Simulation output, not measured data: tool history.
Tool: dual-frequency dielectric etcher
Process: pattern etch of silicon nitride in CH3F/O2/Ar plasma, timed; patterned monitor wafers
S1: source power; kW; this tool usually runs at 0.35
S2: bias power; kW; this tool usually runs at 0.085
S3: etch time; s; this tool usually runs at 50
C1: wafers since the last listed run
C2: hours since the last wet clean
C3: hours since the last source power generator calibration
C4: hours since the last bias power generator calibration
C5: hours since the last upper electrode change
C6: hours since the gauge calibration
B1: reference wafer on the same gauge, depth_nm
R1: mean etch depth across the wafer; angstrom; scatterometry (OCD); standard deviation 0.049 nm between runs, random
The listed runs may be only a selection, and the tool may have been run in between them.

run	hour	S1	S2	S3	C1	C2	C3	C4	C5	C6	B1	R1
1	0	0.35	0.085	50	0	437.3	2063.6	4531.5	3323.5	648.1	28.99	339.2
# hour 34.5: gauge calibrated
# hour 42.7: wet clean of the chamber
2	43.2	0.35	0.085	59.5	273	0.5	2106.8	4574.7	3366.7	8.7	29.01	400
3	54.9	0.35	0.085	59.5	166	12.2	2118.5	4586.4	3378.4	20.4	29	399.4
# hour 66.1: bias power generator calibrated
4	68.6	0.35	0.085	50	138	25.9	2132.2	2.5	3392.1	34.1	28.99	329.5
# hour 152.9: upper electrode replaced
5	173.2	0.35	0.085	50	1149	130.5	2236.8	107.1	20.3	138.7	28.99	331.1
6	203.3	0.33	0.085	50	429	160.6	2266.9	137.2	50.4	168.8	29	326.3
7	236.7	0.33	0.085	50	476	194	2300.3	170.6	83.8	202.2	28.99	326.1
8	257.3	0.33	0.085	50	293	214.6	2320.9	191.2	104.4	222.8	29	326.1
9	284	0.41	0.066	63.5	380	241.3	2347.6	217.9	131.1	249.5	28.99	398.1
10	311.3	0.38	0.104	44.5	389	268.6	2374.9	245.2	158.4	276.8	29.01	326.1
11	345.6	0.35	0.085	50	489	302.9	2409.2	279.5	192.7	311.1	29.01	332
12	363.9	0.35	0.085	50	261	321.2	2427.5	297.8	211	329.4	29	332.5
13	392.2	0.3	0.1	45	403	349.5	2455.8	326.1	239.3	357.7	28.99	308
14	427.7	0.42	0.079	57	506	385	2491.3	361.6	274.8	393.2	28.99	386.1
# hour 459.2: wet clean of the chamber
15	459.7	0.35	0.093	42	114	0.5	2523.3	393.6	306.8	425.2	29	286.9
16	479.4	0.35	0.085	59.5	281	20.2	2543	413.3	326.5	444.9	29.01	394.2
17	504.6	0.35	0.085	50	359	45.4	2568.2	438.5	351.7	470.1	29.01	331.5
18	517.8	0.39	0.07	43.5	188	58.6	2581.4	451.7	364.9	483.3	29	274.1
19	545.4	0.35	0.085	50	393	86.2	2609	479.3	392.5	510.9	29.01	330.7
20	573.1	0.26	0.085	57.5	395	113.9	2636.7	507	420.2	538.6	28.99	356.5
# hour 595.9: source power generator calibrated
21	598.7	0.28	0.093	50	308	139.5	2.8	532.6	445.8	564.2	29	325.8
22	620.8	0.35	0.085	62	315	161.6	24.9	554.7	467.9	586.3	29	411
23	646	0.43	0.068	50	359	186.8	50.1	579.9	493.1	611.5	28.99	320.7
24	676.6	0.35	0.085	50	436	217.4	80.7	610.5	523.7	642.1	29	331.5
25	697.9	0.3	0.071	55	303	238.7	102	631.8	545	663.4	29	327.1
26	722.7	0.35	0.066	50	353	263.5	126.8	656.6	569.8	688.2	29.01	300.2
27	750.6	0.35	0.085	50	398	291.4	154.7	684.5	597.7	716.1	29	331.9
# hour 776.3: gauge calibrated
28	780.4	0.38	0.104	44.5	425	321.2	184.5	714.3	627.5	4.1	29	328
29	802.7	0.35	0.104	57	318	343.5	206.8	736.6	649.8	26.4	29	412.4
30	827.3	0.35	0.085	61.5	350	368.1	231.4	761.2	674.4	51	29	409.9
31	859.9	0.32	0.075	54	465	400.7	264	793.8	707	83.6	29	335.3

Branching from run 31: 3 alternative next runs. What would each branch give?
A	860.3	0.35	0.085	50	5	401.1	264.4	794.2	707.4	84	?	?
B	860.3	0.35	0.093	50	5	401.1	264.4	794.2	707.4	84	?	?
C	860.3	0.35	0.085	63.5	5	401.1	264.4	794.2	707.4	84	?	?

run	B1	R1
A	29	333.3
B	29	345.6
C	29	423.3
What these runs would have given with no unlogged condition in the tool:
run	R1
A	327.1
B	339.1
C	415.4
